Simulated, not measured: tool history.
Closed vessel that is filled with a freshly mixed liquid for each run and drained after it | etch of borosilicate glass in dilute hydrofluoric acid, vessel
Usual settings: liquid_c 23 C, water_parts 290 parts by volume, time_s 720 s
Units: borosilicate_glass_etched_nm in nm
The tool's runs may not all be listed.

| run | hour | liquid_c | water_parts | time_s | read-back film thickness of the borosilicate glass reference wafer, read on the same gauge (nm) | borosilicate_glass_etched_nm |
|---|---|---|---|---|---|---|
| 1 | 0 | 23 | 350 | 720 | 99.99 | 24.55 |
| 2 | 7.1 | 23 | 350 | 720 | 100 | 24.46 |
| 3 | 15.7 | 23 | 350 | 720 | 100.03 | 24.59 |
| 4 | 25.9 | 26 | 290 | 720 | 100.04 | 34.56 |
| 5 | 43.3 | 26 | 290 | 720 | 99.98 | 34.38 |
| 6 | 52.2 | 26 | 290 | 720 | 99.98 | 34.55 |
| 7 | 61.2 | 23 | 290 | 840 | 100.02 | 36.06 |
| 8 | 67.9 | 23 | 290 | 840 | 100.01 | 36.11 |
| 9 | 80.6 | 23 | 290 | 720 | 100 | 31.01 |
| 10 | 90.9 | 23 | 290 | 720 | 99.97 | 30.8 |
| 11 | 106.3 | 23 | 290 | 720 | 100.03 | 30.89 |
| 12 | 112.5 | 23 | 250 | 720 | 99.98 | 37.33 |
|  | 121.2 | thermometer replaced |
| 13 | 124.1 | 23 | 250 | 720 | 100.03 | 40.82 |
| 14 | 131.6 | 26.5 | 190 | 475 | 99.99 | 42.88 |
| 15 | 147.4 | 19.5 | 290 | 720 | 100 | 29.8 |
| 16 | 164.6 | 23 | 250 | 720 | 100 | 40.34 |
| 17 | 180.3 | 23 | 385 | 720 | 99.99 | 22.89 |
| 18 | 187.6 | 23 | 290 | 720 | 100.02 | 33.32 |
| 19 | 199.6 | 23 | 290 | 720 | 99.98 | 33.33 |
| 20 | 212.9 | 27.5 | 175 | 1050 | 99.98 | 107.18 |
| 21 | 228.1 | 20 | 340 | 450 | 99.98 | 15.16 |
|  | 231.2 | gauge calibrated |
| 22 | 243.8 | 23 | 290 | 720 | 99.99 | 33.34 |
|  | 253.2 | hydrofluoric acid flow meter replaced |
| 23 | 254.4 | 19.5 | 165 | 720 | 100.02 | 62.49 |
| 24 | 261.1 | 21 | 230 | 425 | 100.01 | 26.03 |
| 25 | 272.3 | 27.5 | 195 | 830 | 100 | 79.21 |
| 26 | 284.5 | 23 | 335 | 475 | 100.04 | 19.48 |
| 27 | 301.8 | 23 | 335 | 720 | 99.99 | 29.61 |
| 28 | 309.3 | 23 | 250 | 560 | 99.99 | 33.31 |
| 29 | 323 | 23 | 290 | 720 | 100 | 35.33 |
| 30 | 333 | 23 | 290 | 720 | 100 | 35.54 |
| 31 | 341.3 | 23 | 290 | 720 | 99.99 | 35.44 |
| 32 | 353.3 | 23 | 380 | 720 | 99.99 | 24.86 |
| 33 | 364.5 | 23 | 290 | 720 | 99.97 | 35.38 |
| 34 | 376.2 | 20 | 180 | 720 | 100 | 56.81 |

Forecast each of these 3 alternatives for the next run:
| A | 377 | 23 | 290 | 720 | ? | ? |
| B | 377 | 26 | 430 | 720 | ? | ? |
| C | 377 | 25 | 290 | 865 | ? | ? |

| run | read-back film thickness of the borosilicate glass reference wafer, read on the same gauge (nm) | borosilicate_glass_etched_nm |
|---|---|---|
| A | 100.03 | 35.26 |
| B | 100.03 | 23.05 |
| C | 100.03 | 45.43 |
Without the tool's hidden state the same runs would have given:
| run | borosilicate_glass_etched_nm |
|---|---|
| A | 36.42 |
| B | 23.82 |
| C | 46.92 |
